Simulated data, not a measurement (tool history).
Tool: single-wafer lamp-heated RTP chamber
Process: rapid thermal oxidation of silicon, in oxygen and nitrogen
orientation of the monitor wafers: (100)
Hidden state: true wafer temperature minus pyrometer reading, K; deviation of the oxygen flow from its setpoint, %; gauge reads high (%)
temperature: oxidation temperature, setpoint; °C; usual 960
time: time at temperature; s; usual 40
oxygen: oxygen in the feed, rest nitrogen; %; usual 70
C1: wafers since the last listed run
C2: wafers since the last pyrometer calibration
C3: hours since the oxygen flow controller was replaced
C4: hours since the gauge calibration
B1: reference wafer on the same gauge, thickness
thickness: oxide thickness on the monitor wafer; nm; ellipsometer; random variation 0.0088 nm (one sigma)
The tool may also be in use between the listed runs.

run 1 day=0.000 | temperature=960 time=40 oxygen=70 | C1=0 C2=3666 C3=2822.6 C4=206.4 | B1=3.717 | thickness=3.515
-- day=2.742 pyrometer window cleaned and pyrometer calibrated
run 2 day=3.821 | temperature=960 time=40 oxygen=70 | C1=605 C2=187 C3=2914.3 C4=298.1 | B1=3.720 | thickness=3.445
run 3 day=5.575 | temperature=981 time=40 oxygen=70 | C1=304 C2=492 C3=2956.4 C4=340.2 | B1=3.718 | thickness=3.970
run 4 day=6.579 | temperature=960 time=40 oxygen=60 | C1=174 C2=666 C3=2980.5 C4=364.3 | B1=3.719 | thickness=3.330
run 5 day=8.079 | temperature=960 time=40 oxygen=60 | C1=260 C2=926 C3=3016.5 C4=400.3 | B1=3.719 | thickness=3.336
run 6 day=11.067 | temperature=960 time=29 oxygen=70 | C1=518 C2=1445 C3=3088.2 C4=472.0 | B1=3.720 | thickness=3.134
run 7 day=14.050 | temperature=960 time=29 oxygen=70 | C1=517 C2=1963 C3=3159.8 C4=543.6 | B1=3.721 | thickness=3.137
run 8 day=15.512 | temperature=960 time=29 oxygen=70 | C1=253 C2=2217 C3=3194.9 C4=578.7 | B1=3.722 | thickness=3.151
-- day=16.429 gauge calibrated
run 9 day=17.308 | temperature=960 time=40 oxygen=70 | C1=311 C2=2529 C3=3238.0 C4=21.1 | B1=3.719 | thickness=3.511
run 10 day=18.704 | temperature=982 time=40 oxygen=83 | C1=242 C2=2771 C3=3271.5 C4=54.6 | B1=3.719 | thickness=4.311
run 11 day=21.279 | temperature=982 time=40 oxygen=83 | C1=447 C2=3218 C3=3333.3 C4=116.4 | B1=3.719 | thickness=4.288
run 12 day=23.596 | temperature=978 time=40 oxygen=70 | C1=402 C2=3621 C3=3388.9 C4=172.0 | B1=3.723 | thickness=3.983
run 13 day=24.812 | temperature=968 time=31 oxygen=53 | C1=211 C2=3832 C3=3418.1 C4=201.2 | B1=3.719 | thickness=3.154
run 14 day=27.033 | temperature=983 time=28 oxygen=95 | C1=385 C2=4217 C3=3471.4 C4=254.5 | B1=3.721 | thickness=3.930
-- day=27.692 oxygen flow controller replaced
-- day=28.608 pyrometer window cleaned and pyrometer calibrated
run 15 day=28.900 | temperature=960 time=40 oxygen=70 | C1=208 C2=50 C3=29.0 C4=299.3 | B1=3.720 | thickness=3.592
run 16 day=31.083 | temperature=968 time=40 oxygen=81 | C1=379 C2=429 C3=81.4 C4=351.7 | B1=3.718 | thickness=3.996
run 17 day=32.538 | temperature=978 time=51 oxygen=46 | C1=252 C2=681 C3=116.3 C4=386.6 | B1=3.721 | thickness=3.966
run 18 day=35.017 | temperature=960 time=48 oxygen=59 | C1=430 C2=1112 C3=175.8 C4=446.1 | B1=3.719 | thickness=3.719
run 19 day=36.092 | temperature=960 time=40 oxygen=70 | C1=186 C2=1299 C3=201.6 C4=471.9 | B1=3.720 | thickness=3.675
run 20 day=37.238 | temperature=960 time=35 oxygen=53 | C1=198 C2=1498 C3=229.1 C4=499.4 | B1=3.719 | thickness=3.264
-- day=38.604 pyrometer window cleaned and pyrometer calibrated, repeated, since the last time left the tool worse
run 21 day=40.221 | temperature=960 time=40 oxygen=70 | C1=460 C2=280 C3=300.7 C4=571.0 | B1=3.718 | thickness=3.469
run 22 day=43.212 | temperature=943 time=35 oxygen=70 | C1=519 C2=800 C3=372.5 C4=642.8 | B1=3.720 | thickness=3.021
run 23 day=45.633 | temperature=960 time=51 oxygen=70 | C1=420 C2=1220 C3=430.6 C4=700.9 | B1=3.719 | thickness=3.830
-- day=46.638 gauge calibrated
run 24 day=47.404 | temperature=960 time=40 oxygen=58 | C1=307 C2=1528 C3=473.1 C4=18.4 | B1=3.720 | thickness=3.354
run 25 day=48.408 | temperature=960 time=40 oxygen=70 | C1=174 C2=1702 C3=497.2 C4=42.5 | B1=3.721 | thickness=3.512

3 ways to go on from here, each from the tool as it stands after run 25. What would each give?
run A day=48.429 | temperature=973 time=40 oxygen=70 | C1=3 C2=1706 C3=497.7 C4=43.0 | B1=? | thickness=?
run B day=48.429 | temperature=972 time=29 oxygen=61 | C1=3 C2=1706 C3=497.7 C4=43.0 | B1=? | thickness=?
run C day=48.429 | temperature=974 time=40 oxygen=82 | C1=3 C2=1706 C3=497.7 C4=43.0 | B1=? | thickness=?

run=A B1=3.721 thickness=3.813
run=B B1=3.721 thickness=3.249
run=C B1=3.721 thickness=4.027
Without the tool's hidden state the same runs would have given:
run=A thickness=3.715
run=B thickness=3.176
run=C thickness=3.920
